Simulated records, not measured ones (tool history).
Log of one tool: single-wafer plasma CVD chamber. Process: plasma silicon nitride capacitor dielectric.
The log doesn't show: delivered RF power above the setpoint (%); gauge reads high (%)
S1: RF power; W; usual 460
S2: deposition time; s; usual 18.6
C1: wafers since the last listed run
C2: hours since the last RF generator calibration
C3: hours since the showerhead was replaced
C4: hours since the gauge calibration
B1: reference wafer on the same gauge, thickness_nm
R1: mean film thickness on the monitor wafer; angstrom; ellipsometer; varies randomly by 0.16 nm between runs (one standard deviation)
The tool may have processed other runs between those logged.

run,hour,S1,S2,C1,C2,C3,C4,B1,R1
1,0.0,460,18.6,0,911.2,1287.3,767.4,28.684,283.84
# hour 26.7: RF generator calibrated
2,54.0,460,18.6,1266,27.3,1341.3,821.4,28.695,293.27
3,161.7,460,19.8,2964,135.0,1449.0,929.1,28.629,306.10
4,239.6,460,18.6,2144,212.9,1526.9,1007.0,28.706,289.38
5,288.7,460,18.6,1351,262.0,1576.0,1056.1,28.628,287.25
6,335.1,460,18.6,1277,308.4,1622.4,1102.5,28.672,288.75
7,401.9,460,18.6,1838,375.2,1689.2,1169.3,28.740,287.03
8,455.0,460,18.6,1461,428.3,1742.3,1222.4,28.686,287.13
9,559.9,460,18.6,2887,533.2,1847.2,1327.3,28.661,287.46
10,665.0,460,18.6,2893,638.3,1952.3,1432.4,28.709,285.38
11,751.6,460,18.6,2383,724.9,2038.9,1519.0,28.642,283.75
12,841.0,460,18.6,2461,814.3,2128.3,1608.4,28.747,285.23
13,925.6,460,18.6,2328,898.9,2212.9,1693.0,28.754,285.02
14,997.0,460,16.5,1965,970.3,2284.3,1764.4,28.705,252.56
15,1079.1,460,16.5,2260,1052.4,2366.4,1846.5,28.709,252.22
# hour 1123.2: RF generator calibrated
16,1194.5,460,19.9,2956,71.3,2481.8,1961.9,28.791,308.75
17,1300.0,460,19.9,2904,176.8,2587.3,2067.4,28.701,310.36
18,1343.2,460,18.6,1189,220.0,2630.5,2110.6,28.710,289.91
19,1419.2,460,18.6,2092,296.0,2706.5,2186.6,28.747,289.19
20,1510.4,460,18.6,2510,387.2,2797.7,2277.8,28.615,286.38
21,1560.1,410,15.4,1368,436.9,2847.4,2327.5,28.675,230.89
22,1618.0,415,17.0,1593,494.8,2905.3,2385.4,28.726,251.36
# hour 1645.9: showerhead replaced
23,1680.3,510,20.7,1494,557.1,34.4,2447.7,28.703,329.27
24,1725.8,370,20.9,1252,602.6,79.9,2493.2,28.710,297.91
25,1981.8,400,21.8,7047,858.6,335.9,2749.2,28.698,318.89
26,2076.3,520,18.6,2601,953.1,430.4,2843.7,28.653,297.87
27,2133.6,505,18.6,1577,1010.4,487.7,2901.0,28.799,295.42
28,2179.1,460,18.6,1252,1055.9,533.2,2946.5,28.722,286.26
# hour 2239.9: gauge calibrated
# hour 2268.9: RF generator calibrated
29,2286.5,460,18.6,2736,17.6,640.6,46.6,28.711,290.19
30,2357.9,515,15.8,1965,89.0,712.0,118.0,28.684,255.58
31,2458.4,375,18.6,2766,189.5,812.5,218.5,28.680,269.73
32,2525.8,485,15.5,1855,256.9,879.9,285.9,28.680,245.51
33,2623.6,385,16.7,2692,354.7,977.7,383.7,28.680,242.43
34,2663.4,460,21.8,1095,394.5,1017.5,423.5,28.650,337.47
35,2701.7,410,20.2,1054,432.8,1055.8,461.8,28.739,297.76
36,2759.2,460,18.6,1582,490.3,1113.3,519.3,28.675,287.04
37,2827.8,460,18.6,1888,558.9,1181.9,587.9,28.713,288.15
38,2920.7,460,18.6,2557,651.8,1274.8,680.8,28.726,284.65
39,2997.0,415,16.2,2100,728.1,1351.1,757.1,28.704,240.47
40,3094.0,385,17.3,2670,825.1,1448.1,854.1,28.749,248.60
41,3132.8,460,18.6,1068,863.9,1486.9,892.9,28.687,283.96

Consider 5 possible next runs. They are alternatives, not a sequence: every one starts from the tool as it was left by run 41. What does each give?
A,3133.2,460,18.6,11,864.3,1487.3,893.3,?,?
B,3133.2,535,15.3,11,864.3,1487.3,893.3,?,?
C,3133.2,545,18.6,11,864.3,1487.3,893.3,?,?
D,3133.2,380,20.2,11,864.3,1487.3,893.3,?,?
E,3133.2,380,16.8,11,864.3,1487.3,893.3,?,?

run,B1,R1
A,28.661,286.05
B,28.661,246.82
C,28.661,301.81
D,28.661,292.25
E,28.661,243.06
The same runs, with their run-to-run variation unchanged, on a tool lacking any hidden condition would have given:
run,R1
A,294.77
B,254.34
C,311.00
D,301.16
E,250.47

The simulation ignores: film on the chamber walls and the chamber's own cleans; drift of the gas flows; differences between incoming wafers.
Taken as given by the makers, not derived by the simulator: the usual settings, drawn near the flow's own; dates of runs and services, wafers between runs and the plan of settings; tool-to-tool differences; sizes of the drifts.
